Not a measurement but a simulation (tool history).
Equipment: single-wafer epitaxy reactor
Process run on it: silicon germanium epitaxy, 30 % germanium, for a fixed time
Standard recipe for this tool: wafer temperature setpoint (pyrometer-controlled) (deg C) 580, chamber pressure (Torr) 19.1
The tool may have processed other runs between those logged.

run,hour,wafer temperature setpoint (pyrometer-controlled) (deg C),chamber pressure (Torr),wafers since the last listed run,hours since the last pyrometer calibration,hours since the last manometer calibration,hours since the showerhead was replaced,hours since the gauge calibration,"read-back reference wafer on the same gauge, thickness_nm",mean film thickness on the monitor wafer (nm)
1,0,588,19.1,0,1366.8,852.2,2606,607.5,47.501,49.079
2,72.2,588,19.1,957,1439,924.4,2678.2,679.7,47.484,48.969
3,145.8,588,19.1,976,1512.6,998,2751.8,753.3,47.489,49.401
4,227.8,580,20.1,1087,1594.6,1080,2833.8,835.3,47.526,42.273
5,304.1,572,17.8,1012,1670.9,1156.3,2910.1,911.6,47.469,33.269
6,396.4,572,17.8,1224,1763.2,1248.6,3002.4,1003.9,47.531,33.15
7,455.7,580,19.1,786,1822.5,1307.9,3061.7,1063.2,47.511,41.178
8,505.3,580,19.1,657,1872.1,1357.5,3111.3,1112.8,47.481,40.958
9,576.1,580,19.1,939,1942.9,1428.3,3182.1,1183.6,47.503,40.87
10,620.3,580,19.1,586,1987.1,1472.5,3226.3,1227.8,47.522,40.728
11,714,580,19.1,1242,2080.8,1566.2,3320,1321.5,47.48,40.775
# hour 810.5: showerhead replaced
# hour 864.3: gauge calibrated
# hour 970.9: pyrometer calibrated
12,977.1,580,19.1,3277,6.2,1829.3,166.6,112.8,47.509,41.903
# hour 1011.3: capacitance manometer re-zeroed and calibrated
13,1022.7,580,19.1,498,51.8,11.4,212.2,158.4,47.515,42.079
14,1113.3,580,19.1,1201,142.4,102,302.8,249,47.479,41.891
15,1175.7,593,17.7,827,204.8,164.4,365.2,311.4,47.46,53.227
16,1216.7,580,19.1,543,245.8,205.4,406.2,352.4,47.519,42.025
17,1310.9,580,19.1,1249,340,299.6,500.4,446.6,47.508,41.891
18,1360.5,585,19.1,657,389.6,349.2,550,496.2,47.572,46.695
19,1414.3,580,19.1,713,443.4,403,603.8,550,47.532,42.042
20,1684.1,575,17.4,3578,713.2,672.8,873.6,819.8,47.523,35.784
21,1720.7,580,19.1,485,749.8,709.4,910.2,856.4,47.563,41.752
22,1818.6,580,22.2,1298,847.7,807.3,1008.1,954.3,47.487,45.009
23,1922.9,570,19.1,1383,952,911.6,1112.4,1058.6,47.536,33.514
24,1978.9,587,22.2,742,1008,967.6,1168.4,1114.6,47.48,51.94
25,2083.6,576,17.3,1388,1112.7,1072.3,1273.1,1219.3,47.528,36.17
26,2126.9,572,19.1,574,1156,1115.6,1316.4,1262.6,47.499,34.723
27,2169.7,580,19.1,567,1198.8,1158.4,1359.2,1305.4,47.481,41.557
# hour 2224.1: gauge calibrated
28,2257.3,573,20.3,1161,1286.4,1246,1446.8,33.2,47.526,36.819
29,2350.1,572,19.1,1230,1379.2,1338.8,1539.6,126,47.522,34.768

Each row is a separate what-if for the run after 29, all from the same tool condition, not one after another. Results?
A,2350.5,580,21.9,5,1379.6,1339.2,1540,126.4,?,?
B,2350.5,584,17.7,5,1379.6,1339.2,1540,126.4,?,?
C,2350.5,574,23.7,5,1379.6,1339.2,1540,126.4,?,?
D,2350.5,580,15,5,1379.6,1339.2,1540,126.4,?,?
E,2350.5,567,14.9,5,1379.6,1339.2,1540,126.4,?,?

run,"read-back reference wafer on the same gauge, thickness_nm",mean film thickness on the monitor wafer (nm)
A,47.502,44.181
B,47.502,43.431
C,47.502,40.191
D,47.502,36.582
E,47.502,27.307
The same runs, with their run-to-run variation unchanged, on a tool lacking any hidden condition would have given:
run,mean film thickness on the monitor wafer (nm)
A,44.605
B,43.843
C,40.584
D,36.933
E,27.579
